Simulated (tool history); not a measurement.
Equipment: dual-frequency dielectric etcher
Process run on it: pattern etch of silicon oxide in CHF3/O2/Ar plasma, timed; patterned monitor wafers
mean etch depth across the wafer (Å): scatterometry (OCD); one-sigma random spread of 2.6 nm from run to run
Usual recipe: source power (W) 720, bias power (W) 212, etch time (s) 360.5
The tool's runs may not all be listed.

| run | day | source power (W) | bias power (W) | etch time (s) | wafers since the last listed run | hours since the last wet clean | hours since the last source power generator calibration | hours since the last bias power generator calibration | hours since the last upper electrode change | hours since the gauge calibration | read-back reference wafer on the same gauge, depth_nm | mean etch depth across the wafer (Å) |
|---|---|---|---|---|---|---|---|---|---|---|---|---|
| 1 | 0.000 | 840 | 212 | 360.5 | 0 | 174.6 | 609.2 | 1419.9 | 1438.8 | 685.9 | 701.7 | 8454 |
| 2 | 2.288 | 720 | 212 | 360.5 | 260 | 229.5 | 664.1 | 1474.8 | 1493.7 | 740.8 | 701.0 | 7863 |
| 3 | 4.321 | 720 | 212 | 360.5 | 231 | 278.3 | 712.9 | 1523.6 | 1542.5 | 789.6 | 700.6 | 7825 |
| 4 | 8.492 | 720 | 212 | 360.5 | 475 | 378.4 | 813.0 | 1623.7 | 1642.6 | 889.7 | 699.1 | 7824 |
| 5 | 12.546 | 720 | 212 | 360.5 | 461 | 475.7 | 910.3 | 1721.0 | 1739.9 | 987.0 | 698.2 | 7800 |
| 6 | 14.992 | 720 | 212 | 279.0 | 278 | 534.4 | 969.0 | 1779.7 | 1798.6 | 1045.7 | 697.9 | 6069 |
|  | 16.821 | wet clean of the chamber |
| 7 | 16.988 | 720 | 212 | 360.5 | 113 | 4.0 | 1016.9 | 1827.6 | 1846.5 | 1093.6 | 697.0 | 7831 |
| 8 | 19.225 | 720 | 212 | 360.5 | 254 | 57.7 | 1070.6 | 1881.3 | 1900.2 | 1147.3 | 695.7 | 7777 |
| 9 | 23.104 | 720 | 212 | 360.5 | 441 | 150.8 | 1163.7 | 1974.4 | 1993.3 | 1240.4 | 694.6 | 7769 |
| 10 | 26.825 | 720 | 231 | 360.5 | 423 | 240.1 | 1253.0 | 2063.7 | 2082.6 | 1329.7 | 693.4 | 8031 |
| 11 | 29.496 | 720 | 253 | 360.5 | 304 | 304.2 | 1317.1 | 2127.8 | 2146.7 | 1393.8 | 691.6 | 8253 |
|  | 33.017 | upper electrode replaced |
| 12 | 33.742 | 720 | 253 | 360.5 | 369 | 406.1 | 1419.0 | 2229.7 | 17.4 | 1495.7 | 690.2 | 8231 |
|  | 35.375 | wet clean of the chamber |
| 13 | 36.517 | 720 | 212 | 432.0 | 202 | 27.4 | 1485.6 | 2296.3 | 84.0 | 1562.3 | 689.0 | 9244 |

Forecast run 14:
| 14 | 39.546 | 720 | 230 | 282.0 | 345 | 100.1 | 1558.3 | 2369.0 | 156.7 | 1635.0 | ? | ? |

For run 14 the tool returned read-back reference wafer on the same gauge, depth_nm 687.0, mean etch depth across the wafer (Å) 6190.
If the tool had no hidden condition, the same run with the same run-to-run variation would have returned mean etch depth across the wafer (Å) 6360.
